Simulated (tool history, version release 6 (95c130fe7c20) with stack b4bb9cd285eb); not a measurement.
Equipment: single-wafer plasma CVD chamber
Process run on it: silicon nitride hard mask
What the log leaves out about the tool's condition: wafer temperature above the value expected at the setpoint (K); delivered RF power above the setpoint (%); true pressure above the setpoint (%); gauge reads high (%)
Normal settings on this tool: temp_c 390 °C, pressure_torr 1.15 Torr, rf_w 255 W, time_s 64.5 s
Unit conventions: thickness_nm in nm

run     day  temp_c  pressure_torr  rf_w  time_s  wafers since the last listed run  hours since the last thermocouple change  hours since the last RF generator calibration  hours since the last manometer calibration  hours since the showerhead was replaced  hours since the gauge calibration  read-back reference wafer on the same gauge, thickness_nm  thickness_nm
  1   0.000     390           1.15   255    64.5                                 0                                    1244.6                                          453.6                                       745.6                                   3659.9                              937.0                                                     52.238        57.982
  2   2.142     390           1.15   255    64.5                               644                                    1296.0                                          505.0                                       797.0                                   3711.3                              988.4                                                     52.292        57.841
  3   8.017     390           1.15   255    64.5                              1768                                    1437.0                                          646.0                                       938.0                                   3852.3                             1129.4                                                     52.301        57.332
      9.408  -- gauge calibrated
  4  10.046     390           1.15   255    64.5                               610                                    1485.7                                          694.7                                       986.7                                   3901.0                               15.3                                                     52.288        57.441
  5  13.100     398           1.15   255    64.5                               919                                    1559.0                                          768.0                                      1060.0                                   3974.3                               88.6                                                     52.263        57.519
  6  15.296     398           1.15   255    64.5                               660                                    1611.7                                          820.7                                      1112.7                                   4027.0                              141.3                                                     52.294        57.619
  7  17.475     398           1.15   255    64.5                               655                                    1664.0                                          873.0                                      1165.0                                   4079.3                              193.6                                                     52.304        57.428
  8  20.288     390           1.15   255    64.5                               846                                    1731.5                                          940.5                                      1232.5                                   4146.8                              261.1                                                     52.296        57.400
  9  24.454     390           1.15   255    64.5                              1254                                    1831.5                                         1040.5                                      1332.5                                   4246.8                              361.1                                                     52.314        57.522
 10  26.250     390           1.15   255    64.5                               540                                    1874.6                                         1083.6                                      1375.6                                   4289.9                              404.2                                                     52.302        57.390
     29.833  -- showerhead replaced
 11  30.125     390           1.15   255    56.5                              1066                                    1967.6                                         1176.6                                      1468.6                                      7.0                              497.2                                                     52.278        50.010
 12  32.529     390           1.15   255    56.5                               723                                    2025.3                                         1234.3                                      1526.3                                     64.7                              554.9                                                     52.284        50.015
 13  36.358     405           1.15   255    75.6                              1152                                    2117.2                                         1326.2                                      1618.2                                    156.6                              646.8                                                     52.242        67.284
     37.842  -- RF generator calibrated
 14  38.962     390           1.34   205    59.7                               683                                    2179.7                                           26.9                                      1680.7                                    219.1                              709.3                                                     52.324        47.725
 15  44.038     390           1.15   275    74.1                              1527                                    2301.5                                          148.7                                      1802.5                                    340.9                              831.1                                                     52.307        70.233
     45.029  -- capacitance manometer re-zeroed and calibrated
 16  46.054     390           1.31   270    54.1                               506                                    2349.9                                          197.1                                        24.6                                    389.3                              879.5                                                     52.350        52.777
 17  48.162     390           1.31   270    54.1                               634                                    2400.5                                          247.7                                        75.2                                    439.9                              930.1                                                     52.313        52.858
 18  50.867     390           1.15   255    68.8                               813                                    2465.4                                          312.6                                       140.1                                    504.8                              995.0                                                     52.307        62.032
     52.612  -- gauge calibrated
 19  53.892     390           1.15   255    68.8                               910                                    2538.0                                          385.2                                       212.7                                    577.4                               30.7                                                     52.338        62.136
 20  56.854     390           1.15   255    68.8                               891                                    2609.1                                          456.3                                       283.8                                    648.5                              101.8                                                     52.322        62.052
     57.954  -- thermocouple changed; heater temperature recalibrated
 21  60.088     402           0.93   235    64.5                               872                                      51.2                                          533.9                                       361.4                                    726.1                              179.4                                                     52.277        51.095
 22  62.846     390           1.26   220    64.5                               830                                     117.4                                          600.1                                       427.6                                    792.3                              245.6                                                     52.333        53.042
 23  65.817     400           0.91   290    64.5                               894                                     188.7                                          671.4                                       498.9                                    863.6                              316.9                                                     52.292        58.897
 24  69.850     390           1.15   235    64.5                              1214                                     285.5                                          768.2                                       595.7                                    960.4                              413.7                                                     52.286        54.234
 25  73.238     380           1.06   220    69.5                              1019                                     366.8                                          849.5                                       677.0                                   1041.7                              495.0                                                     52.252        54.372

5 options for the next run, each taken on its own from the tool as it stands now. Forecast them:
  A  73.254     379           1.15   255    64.5                                 5                                     367.2                                          849.9                                       677.4                                   1042.1                              495.4                                                          ?             ?
  B  73.254     390           1.15   255    57.7                                 5                                     367.2                                          849.9                                       677.4                                   1042.1                              495.4                                                          ?             ?
  C  73.254     390           1.34   205    56.1                                 5                                     367.2                                          849.9                                       677.4                                   1042.1                              495.4                                                          ?             ?
  D  73.254     390           1.37   295    53.8                                 5                                     367.2                                          849.9                                       677.4                                   1042.1                              495.4                                                          ?             ?
  E  73.254     385           1.15   215    53.6                                 5                                     367.2                                          849.9                                       677.4                                   1042.1                              495.4                                                          ?             ?

run  read-back reference wafer on the same gauge, thickness_nm  thickness_nm
  A                                                     52.310        57.967
  B                                                     52.310        51.606
  C                                                     52.310        44.490
  D                                                     52.310        56.149
  E                                                     52.310        42.293
Had the tool no hidden state, the same runs would have come out as:
run  thickness_nm
  A        58.624
  B        52.191
  C        45.020
  D        56.760
  E        42.798
